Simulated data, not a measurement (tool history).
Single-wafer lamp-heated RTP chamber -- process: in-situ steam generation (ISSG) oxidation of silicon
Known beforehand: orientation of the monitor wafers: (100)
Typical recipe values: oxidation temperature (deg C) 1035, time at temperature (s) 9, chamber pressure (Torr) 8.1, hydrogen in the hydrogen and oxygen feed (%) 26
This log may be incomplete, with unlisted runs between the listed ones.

run   hour  oxidation temperature (deg C)  time at temperature (s)  chamber pressure (Torr)  hydrogen in the hydrogen and oxygen feed (%)  read-back reference wafer on the same gauge, thickness  oxide thickness on the monitor wafer (Å)
  1      0                           1035                        9                      8.1                                            26                                                   4.278                                     47.39
  2    7.1                           1035                        9                      8.1                                            26                                                   4.279                                     47.51
  3     28                           1035                        9                        7                                            26                                                    4.28                                     47.58
  4   79.2                           1035                        9                        7                                            26                                                   4.281                                     47.49
  5   87.9                           1035                        9                        7                                            26                                                   4.278                                     47.38
  6     99                           1035                        9                      8.1                                            26                                                   4.282                                     47.58
  7  138.4                           1035                        9                      8.1                                            26                                                   4.278                                     47.73
  8  148.4                           1035                        9                      8.1                                            26                                                   4.281                                     47.45
  9  166.3                           1035                        9                      8.1                                            26                                                   4.279                                     47.56
 10  180.5                           1035                        9                      7.4                                            26                                                   4.281                                     47.54
 11  186.7                           1035                        9                      7.4                                            26                                                   4.279                                     47.51
 12  199.2                           1035                        9                      7.4                                            26                                                   4.281                                      47.5
     217.7  -- hydrogen flow controller replaced
 13  218.2                           1035                        9                      8.1                                            26                                                   4.283                                     47.43
 14  222.6                           1035                        9                      8.1                                            26                                                   4.279                                     47.44
 15  235.5                           1035                        9                      8.1                                            26                                                   4.281                                     47.67
     246.3  -- pyrometer window cleaned and pyrometer calibrated
 16  246.8                           1035                        9                      8.1                                            26                                                   4.279                                     46.94
 17  260.1                           1017                        7                      8.8                                            20                                                    4.28                                     36.45
 18  268.5                           1035                        9                      8.1                                            26                                                    4.28                                     46.87
     276.4  -- gauge calibrated
 19  284.1                           1021                        9                      8.1                                            26                                                    4.28                                     44.37
     298.4  -- pressure gauge zeroed
 20  298.9                           1035                       12                      8.1                                            26                                                   4.279                                     53.71
 21  308.8                           1030                       12                      8.1                                            26                                                   4.281                                     52.45
 22  316.4                           1035                       12                      8.8                                            26                                                   4.279                                     53.33
 23    329                           1051                        7                      8.1                                            26                                                   4.281                                     44.75
 24  340.9                           1049                        9                      7.2                                            17                                                   4.278                                      44.6
 25  349.1                           1035                        9                      8.1                                            20                                                   4.277                                     43.88
 26  365.7                           1019                        6                      8.1                                            26                                                    4.28                                     37.26
 27  372.9                           1030                       13                      8.1                                            18                                                   4.281                                     49.73
 28  387.3                           1049                        6                      8.9                                            32                                                    4.28                                     43.68
 29  394.5                           1044                        7                      8.1                                            20                                                   4.281                                     40.58
 30  402.6                           1035                        9                      9.6                                            30                                                   4.281                                     47.94

How would selected steps in oxide thickness on the monitor wafer (Å) from run to run divide? Give the signed amount a tool lacking its hidden state would still show from settings, what came in and random variation, and the signed amount left for the hidden state, including any gauge scatter that is not in both of the compared results.
Hidden state present: true wafer temperature minus pyrometer reading, K; true pressure minus gauge reading, Torr; deviation of the hydrogen flow from its setpoint, %; gauge reads high (%).
Run 15 -> 16: pyrometer window cleaned and pyrometer calibrated. oxide thickness on the monitor wafer (Å) -0.73: hidden state -0.65, all else -0.08.
Run 16 -> 17: oxidation temperature (deg C) 1035 -> 1017, time at temperature (s) 9 -> 7, chamber pressure (Torr) 8.1 -> 8.8, hydrogen in the hydrogen and oxygen feed (%) 26 -> 20. oxide thickness on the monitor wafer (Å) -10.49: hidden state +0.01, all else -10.5.
Run 17 -> 18: oxidation temperature (deg C) 1017 -> 1035, time at temperature (s) 7 -> 9, chamber pressure (Torr) 8.8 -> 8.1, hydrogen in the hydrogen and oxygen feed (%) 20 -> 26. oxide thickness on the monitor wafer (Å) +10.42: hidden state +0.07, all else +10.35.
Run 19 -> 20: oxidation temperature (deg C) 1021 -> 1035, time at temperature (s) 9 -> 12, pressure gauge zeroed. oxide thickness on the monitor wafer (Å) +9.34: hidden state +0.12, all else +9.22.
Run 26 -> 27: oxidation temperature (deg C) 1019 -> 1030, time at temperature (s) 6 -> 13, hydrogen in the hydrogen and oxygen feed (%) 26 -> 18. oxide thickness on the monitor wafer (Å) +12.47: hidden state +0.2, all else +12.27.

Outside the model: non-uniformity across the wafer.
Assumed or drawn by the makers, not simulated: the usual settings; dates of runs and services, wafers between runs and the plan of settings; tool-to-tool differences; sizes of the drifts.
